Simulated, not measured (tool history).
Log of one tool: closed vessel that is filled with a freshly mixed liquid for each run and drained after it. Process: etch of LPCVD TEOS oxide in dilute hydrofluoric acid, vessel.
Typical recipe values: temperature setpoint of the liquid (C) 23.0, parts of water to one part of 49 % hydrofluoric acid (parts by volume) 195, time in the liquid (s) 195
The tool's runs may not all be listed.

| run | day | temperature setpoint of the liquid (C) | parts of water to one part of 49 % hydrofluoric acid (parts by volume) | time in the liquid (s) | wafers since the last listed run | hours since the thermometer was replaced | hours since the hydrofluoric acid flow meter was replaced | hours since the gauge calibration | read-back film thickness of the LPCVD TEOS oxide reference wafer, read on the same gauge (nm) | thickness taken off the LPCVD TEOS oxide on a monitor wafer (Å) |
|---|---|---|---|---|---|---|---|---|---|---|
| 1 | 0.000 | 23.0 | 195 | 195 | 0 | 2425.6 | 588.2 | 130.8 | 110.00 | 404.2 |
| 2 | 0.504 | 23.0 | 195 | 195 | 836 | 2437.7 | 600.3 | 142.9 | 109.98 | 411.0 |
| 3 | 0.762 | 23.0 | 195 | 195 | 428 | 2443.9 | 606.5 | 149.1 | 110.01 | 409.9 |
| 4 | 1.112 | 23.0 | 195 | 195 | 580 | 2452.3 | 614.9 | 157.5 | 109.98 | 412.7 |
| 5 | 1.438 | 23.0 | 195 | 195 | 539 | 2460.1 | 622.7 | 165.3 | 110.03 | 408.1 |
| 6 | 2.646 | 23.0 | 195 | 195 | 2004 | 2489.1 | 651.7 | 194.3 | 110.00 | 410.8 |
| 7 | 3.196 | 23.0 | 245 | 195 | 912 | 2502.3 | 664.9 | 207.5 | 110.04 | 307.0 |
| 8 | 3.654 | 23.0 | 245 | 195 | 760 | 2513.3 | 675.9 | 218.5 | 110.01 | 308.1 |
| 9 | 3.996 | 23.0 | 195 | 195 | 566 | 2521.5 | 684.1 | 226.7 | 110.00 | 413.7 |
| 10 | 4.467 | 23.0 | 195 | 195 | 781 | 2532.8 | 695.4 | 238.0 | 109.98 | 405.4 |
| 11 | 4.983 | 23.0 | 220 | 195 | 857 | 2545.2 | 707.8 | 250.4 | 109.98 | 352.7 |
|  | 5.104 | thermometer replaced |
|  | 5.579 | hydrofluoric acid flow meter replaced |
| 12 | 5.600 | 23.0 | 220 | 195 | 884 | 11.9 | 0.5 | 265.2 | 109.99 | 350.9 |
| 13 | 6.179 | 21.5 | 105 | 115 | 960 | 25.8 | 14.4 | 279.1 | 110.01 | 462.9 |
| 14 | 6.517 | 23.0 | 95 | 110 | 559 | 33.9 | 22.5 | 287.2 | 110.00 | 532.4 |
| 15 | 7.033 | 23.0 | 195 | 195 | 857 | 46.3 | 34.9 | 299.6 | 110.00 | 410.5 |
| 16 | 7.779 | 23.0 | 220 | 195 | 1237 | 64.2 | 52.8 | 317.5 | 109.99 | 352.8 |
| 17 | 8.042 | 23.0 | 110 | 300 | 435 | 70.5 | 59.1 | 323.8 | 110.02 | 1240.6 |
|  | 8.075 | gauge calibrated |
| 18 | 8.350 | 18.5 | 260 | 240 | 511 | 77.9 | 66.5 | 6.6 | 110.00 | 299.2 |
| 19 | 8.771 | 23.0 | 195 | 195 | 698 | 88.0 | 76.6 | 16.7 | 109.97 | 408.1 |
| 20 | 9.425 | 27.5 | 275 | 280 | 1085 | 103.7 | 92.3 | 32.4 | 110.01 | 452.0 |
| 21 | 9.725 | 21.5 | 195 | 300 | 497 | 110.9 | 99.5 | 39.6 | 109.99 | 595.3 |
| 22 | 10.308 | 21.5 | 290 | 120 | 967 | 124.9 | 113.5 | 53.6 | 109.99 | 144.8 |
| 23 | 10.975 | 23.0 | 195 | 195 | 1105 | 140.9 | 129.5 | 69.6 | 109.98 | 413.1 |
| 24 | 11.312 | 25.0 | 115 | 105 | 559 | 149.0 | 137.6 | 77.7 | 110.01 | 445.0 |
| 25 | 12.004 | 23.0 | 195 | 195 | 1147 | 165.6 | 154.2 | 94.3 | 110.04 | 410.2 |

Entry by entry between the runs, the difference in hidden state between the last listed run before and the first listed run after:
Between runs 11 and 12: thermometer replaced (day 5.104); hydrofluoric acid flow meter replaced (day 5.579)
  nothing in the hidden state changes from one run to the other
Between runs 17 and 18: gauge calibrated (day 8.075)
  nothing in the hidden state changes from one run to the other
